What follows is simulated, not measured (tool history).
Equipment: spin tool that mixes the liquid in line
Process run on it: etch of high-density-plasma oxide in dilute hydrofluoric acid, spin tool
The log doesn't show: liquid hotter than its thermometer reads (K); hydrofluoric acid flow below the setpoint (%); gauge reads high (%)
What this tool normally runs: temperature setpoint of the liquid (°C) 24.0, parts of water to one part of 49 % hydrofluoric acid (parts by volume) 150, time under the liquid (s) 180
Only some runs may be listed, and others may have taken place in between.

run	hour	temperature setpoint of the liquid (°C)	parts of water to one part of 49 % hydrofluoric acid (parts by volume)	time under the liquid (s)	wafers since the last listed run	hours since the thermometer was replaced	hours since the hydrofluoric acid flow meter was replaced	hours since the gauge calibration	read-back film thickness of the high-density-plasma oxide reference wafer, read on the same gauge (nm)	thickness taken off the high-density-plasma oxide on a monitor wafer (Å)
1	0.0	24.0	150	180	0	1167.9	108.4	804.6	149.95	107.6
2	48.3	24.0	150	180	440	1216.2	156.7	852.9	149.95	109.2
3	110.2	24.0	150	180	564	1278.1	218.6	914.8	149.98	108.7
# hour 205.3: thermometer replaced
4	384.1	24.0	150	180	2487	178.8	492.5	1188.7	150.03	107.4
5	430.6	24.0	150	180	423	225.3	539.0	1235.2	150.00	108.5
6	487.5	24.0	150	180	518	282.2	595.9	1292.1	150.01	107.4
7	659.4	24.0	115	250	1566	454.1	767.8	1464.0	150.00	203.5
8	704.6	24.0	115	250	411	499.3	813.0	1509.2	149.99	203.1
9	746.9	24.0	115	250	385	541.6	855.3	1551.5	150.01	203.5
10	814.7	24.0	150	180	617	609.4	923.1	1619.3	150.03	109.2
11	883.9	24.0	150	135	630	678.6	992.3	1688.5	149.94	81.0
# hour 1005.2: hydrofluoric acid flow meter replaced
12	1180.8	27.0	150	105	2697	975.5	175.6	1985.4	150.05	71.0
13	1445.2	21.0	100	250	2409	1239.9	440.0	2249.8	150.00	209.7
14	1507.8	24.0	150	180	570	1302.5	502.6	2312.4	149.98	108.8
15	1546.6	24.0	190	180	353	1341.3	541.4	2351.2	149.98	82.2
16	1608.4	24.0	150	95	563	1403.1	603.2	2413.0	150.01	57.1
17	1648.9	24.0	150	270	369	1443.6	643.7	2453.5	150.04	161.9
# hour 1682.4: gauge calibrated
18	1685.2	22.0	175	270	330	1479.9	680.0	2.8	150.01	125.9
19	1834.8	19.0	150	180	1363	1629.5	829.6	152.4	149.97	87.2
# hour 1844.6: thermometer replaced
# hour 1970.0: hydrofluoric acid flow meter replaced
20	2106.4	24.0	170	180	2457	261.8	136.4	424.0	150.01	94.2
21	2142.6	24.0	150	180	329	298.0	172.6	460.2	149.95	108.8
22	2246.2	28.5	115	125	944	401.6	276.2	563.8	149.98	122.4
23	2323.7	24.0	150	180	706	479.1	353.7	641.3	149.98	106.3
24	2412.3	25.5	85	275	807	567.7	442.3	729.9	149.98	334.7
25	2451.0	27.0	200	145	352	606.4	481.0	768.6	149.99	70.6
26	2540.5	24.0	115	250	815	695.9	570.5	858.1	150.02	204.3
27	2581.8	24.0	200	180	376	737.2	611.8	899.4	150.05	76.1
28	2663.8	21.0	150	180	747	819.2	693.8	981.4	149.97	96.3
29	2718.0	24.0	150	180	494	873.4	748.0	1035.6	150.04	107.1
30	2758.5	24.0	150	180	369	913.9	788.5	1076.1	150.03	109.3
31	2798.9	24.0	150	115	368	954.3	828.9	1116.5	149.98	69.5
32	2844.0	29.0	220	100	411	999.4	874.0	1161.6	149.98	45.5
# hour 2850.0: hydrofluoric acid flow meter replaced
33	2951.3	24.0	100	180	968	1106.7	101.3	1268.9	149.99	172.7

Predict each of these 3 candidate next runs independently; none follows another, all start after run 33:
A	2951.8	28.5	150	180	4	1107.2	101.8	1269.4	?	?
B	2951.8	26.0	200	220	4	1107.2	101.8	1269.4	?	?
C	2951.8	25.5	105	130	4	1107.2	101.8	1269.4	?	?

run	read-back film thickness of the high-density-plasma oxide reference wafer, read on the same gauge (nm)	thickness taken off the high-density-plasma oxide on a monitor wafer (Å)
A	149.96	129.0
B	149.96	101.7
C	149.96	125.8
Without the tool's hidden state the same runs would have given:
run	thickness taken off the high-density-plasma oxide on a monitor wafer (Å)
A	129.0
B	101.7
C	125.8
